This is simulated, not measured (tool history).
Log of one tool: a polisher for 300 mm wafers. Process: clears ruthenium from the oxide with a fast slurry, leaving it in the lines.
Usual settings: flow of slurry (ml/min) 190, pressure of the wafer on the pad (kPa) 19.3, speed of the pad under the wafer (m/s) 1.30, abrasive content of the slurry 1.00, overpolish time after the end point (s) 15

| run | hour | flow of slurry (ml/min) | pressure of the wafer on the pad (kPa) | speed of the pad under the wafer (m/s) | abrasive content of the slurry | overpolish time after the end point (s) | wafers since the last listed run | wafers polished on this pad | hours since the slurry nozzle was cleaned | hours since the head pressure was calibrated | hours since the slurry blender was calibrated | incoming thickness of the incoming film, nm | time until the end point was called (s) |
|---|---|---|---|---|---|---|---|---|---|---|---|---|---|
| 1 | 0.0 | 190 | 19.3 | 1.30 | 1.00 | 15 | 0 | 261 | 284.2 | 980.8 | 249.9 | 283.5 | 55.0 |
| 2 | 10.2 | 190 | 19.3 | 1.30 | 1.00 | 15 | 115 | 376 | 294.4 | 991.0 | 260.1 | 284.8 | 56.2 |
| 3 | 24.1 | 190 | 19.3 | 1.30 | 1.00 | 15 | 157 | 534 | 308.3 | 1004.9 | 274.0 | 278.5 | 55.1 |
| 4 | 36.0 | 190 | 19.3 | 1.30 | 1.00 | 12 | 134 | 669 | 320.2 | 1016.8 | 285.9 | 279.5 | 55.2 |
| 5 | 47.5 | 190 | 19.3 | 1.30 | 1.00 | 15 | 130 | 799 | 331.7 | 1028.3 | 297.4 | 280.2 | 56.0 |
| 6 | 53.9 | 190 | 19.3 | 1.30 | 1.00 | 15 | 72 | 871 | 338.1 | 1034.7 | 303.8 | 279.0 | 54.5 |
|  | 58.8 | worn pad replaced by a new one |
| 7 | 66.9 | 145 | 19.3 | 1.30 | 1.00 | 15 | 101 | 91 | 351.1 | 1047.7 | 316.8 | 280.1 | 58.5 |
| 8 | 89.5 | 145 | 19.3 | 1.30 | 1.00 | 15 | 256 | 347 | 373.7 | 1070.3 | 339.4 | 280.3 | 59.4 |
| 9 | 104.9 | 145 | 19.3 | 1.30 | 1.00 | 15 | 174 | 522 | 389.1 | 1085.7 | 354.8 | 276.9 | 59.0 |
|  | 113.5 | head pressure recalibrated |
| 10 | 114.5 | 190 | 19.3 | 1.30 | 1.00 | 15 | 86 | 608 | 398.7 | 1.0 | 364.4 | 284.4 | 57.3 |
|  | 123.8 | slurry nozzle cleaned |
| 11 | 128.5 | 190 | 22.1 | 1.30 | 1.20 | 15 | 147 | 755 | 4.7 | 15.0 | 378.4 | 276.9 | 43.6 |
|  | 139.5 | worn pad replaced by a new one, of another model than before |
| 12 | 142.0 | 190 | 19.3 | 1.30 | 1.25 | 15 | 107 | 28 | 18.2 | 28.5 | 391.9 | 277.9 | 48.7 |
| 13 | 150.0 | 190 | 19.3 | 1.30 | 1.00 | 15 | 90 | 119 | 26.2 | 36.5 | 399.9 | 281.4 | 53.7 |
|  | 153.0 | slurry blender recalibrated |
| 14 | 163.9 | 130 | 13.8 | 1.30 | 1.00 | 15 | 134 | 254 | 40.1 | 50.4 | 10.9 | 279.6 | 65.1 |
| 15 | 176.7 | 135 | 21.4 | 1.64 | 0.75 | 15 | 145 | 399 | 52.9 | 63.2 | 23.7 | 284.8 | 52.1 |
| 16 | 194.2 | 190 | 19.3 | 1.30 | 1.25 | 15 | 198 | 597 | 70.4 | 80.7 | 41.2 | 283.0 | 50.2 |
|  | 210.0 | worn pad replaced by a new one |
| 17 | 210.5 | 145 | 19.3 | 1.44 | 1.00 | 23 | 139 | 5 | 86.7 | 97.0 | 57.5 | 275.0 | 51.1 |
| 18 | 216.9 | 190 | 19.3 | 1.02 | 1.00 | 15 | 72 | 77 | 93.1 | 103.4 | 63.9 | 276.0 | 59.7 |
| 19 | 230.2 | 190 | 19.3 | 1.30 | 1.00 | 15 | 150 | 228 | 106.4 | 116.7 | 77.2 | 278.9 | 53.6 |
| 20 | 242.0 | 190 | 19.3 | 1.12 | 1.10 | 15 | 133 | 362 | 118.2 | 128.5 | 89.0 | 281.5 | 55.2 |
| 21 | 270.0 | 190 | 19.3 | 1.30 | 1.00 | 15 | 317 | 679 | 146.2 | 156.5 | 117.0 | 283.0 | 53.4 |

How the hidden state differs across the entries between the runs, from the last listed run before each to the first after it:
Between runs 6 and 7: worn pad replaced by a new one (hour 58.8)
  slurry flow missing at the pad, %: 26.8 -> 28.9
  measured less the result without the state, time until the end point was called (s): +2.2 -> +3.1
Between runs 9 and 10: head pressure recalibrated (hour 113.5)
  slurry flow missing at the pad, %: 35.4 -> 37.2
  measured less the result without the state, time until the end point was called (s): +4.2 -> +3.6
Between runs 10 and 11: slurry nozzle cleaned (hour 123.8)
  slurry flow missing at the pad, %: 37.2 -> 0.399
  measured less the result without the state, time until the end point was called (s): +3.6 -> +0.1
Between runs 11 and 12: worn pad replaced by a new one, of another model than before (hour 139.5)
  slurry flow missing at the pad, %: 0.399 -> 0.471
  measured less the result without the state, time until the end point was called (s): +0.1 -> +0.0
Between runs 13 and 14: slurry blender recalibrated (hour 153.0)
  slurry flow missing at the pad, %: 0.554 -> 0.768
  measured less the result without the state, time until the end point was called (s): +0.0 -> +0.1
Between runs 16 and 17: worn pad replaced by a new one (hour 210.0)
  slurry flow missing at the pad, %: 1.55 -> 2.14
  measured less the result without the state, time until the end point was called (s): +0.1 -> +0.1
